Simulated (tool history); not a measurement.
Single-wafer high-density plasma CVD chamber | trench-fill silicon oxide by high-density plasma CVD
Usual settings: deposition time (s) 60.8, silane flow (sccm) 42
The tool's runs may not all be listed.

| run | hour | deposition time (s) | silane flow (sccm) | read-back reference wafer on the same gauge, thickness_nm | mean film thickness on the monitor wafer (angstrom) |
|---|---|---|---|---|---|
| 1 | 0.0 | 60.8 | 39 | 301.300 | 2540.64 |
| 2 | 10.0 | 60.8 | 42 | 301.162 | 2737.97 |
| 3 | 23.5 | 60.8 | 42 | 301.167 | 2746.43 |
| 4 | 38.6 | 60.8 | 48 | 301.076 | 3131.42 |
| 5 | 46.4 | 60.8 | 48 | 301.007 | 3130.89 |
| 6 | 52.8 | 60.8 | 42 | 300.998 | 2733.01 |
| 7 | 63.3 | 60.8 | 42 | 300.983 | 2735.81 |
| 8 | 74.3 | 69.5 | 42 | 300.859 | 3131.98 |
| 9 | 90.0 | 69.5 | 42 | 300.847 | 3132.28 |
|  | 97.5 | gauge calibrated |
| 10 | 100.1 | 69.5 | 42 | 305.356 | 3172.95 |
| 11 | 151.3 | 60.8 | 42 | 303.997 | 2768.09 |
| 12 | 165.2 | 60.8 | 42 | 303.796 | 2768.35 |
| 13 | 176.5 | 60.8 | 46 | 303.597 | 3023.39 |
| 14 | 185.3 | 50.0 | 39 | 303.419 | 2102.29 |
| 15 | 193.6 | 51.0 | 42 | 303.376 | 2312.68 |
|  | 227.0 | silane flow controller replaced |
| 16 | 227.5 | 72.6 | 42 | 302.854 | 3298.71 |
| 17 | 231.5 | 72.4 | 42 | 302.774 | 3280.08 |
| 18 | 240.6 | 60.8 | 49 | 302.677 | 3213.60 |
| 19 | 246.9 | 56.0 | 35 | 302.671 | 2111.99 |
| 20 | 259.2 | 72.8 | 35 | 302.536 | 2749.08 |
| 21 | 275.1 | 48.7 | 42 | 302.460 | 2204.47 |
| 22 | 282.6 | 60.8 | 42 | 302.340 | 2751.42 |
| 23 | 294.9 | 60.8 | 42 | 302.264 | 2752.10 |
| 24 | 307.4 | 69.1 | 49 | 302.188 | 3643.20 |
| 25 | 324.6 | 55.8 | 38 | 302.036 | 2283.76 |

Forecast each of these 4 alternatives for the next run:
| A | 325.0 | 60.8 | 45 | ? | ? |
| B | 325.0 | 64.7 | 48 | ? | ? |
| C | 325.0 | 70.8 | 37 | ? | ? |
| D | 325.0 | 64.9 | 37 | ? | ? |

| run | read-back reference wafer on the same gauge, thickness_nm | mean film thickness on the monitor wafer (angstrom) |
|---|---|---|
| A | 302.024 | 2953.42 |
| B | 302.024 | 3352.40 |
| C | 302.024 | 2827.77 |
| D | 302.024 | 2592.13 |
Without the tool's hidden state the same runs would have given:
| run | mean film thickness on the monitor wafer (angstrom) |
|---|---|
| A | 2982.03 |
| B | 3384.86 |
| C | 2855.16 |
| D | 2617.23 |

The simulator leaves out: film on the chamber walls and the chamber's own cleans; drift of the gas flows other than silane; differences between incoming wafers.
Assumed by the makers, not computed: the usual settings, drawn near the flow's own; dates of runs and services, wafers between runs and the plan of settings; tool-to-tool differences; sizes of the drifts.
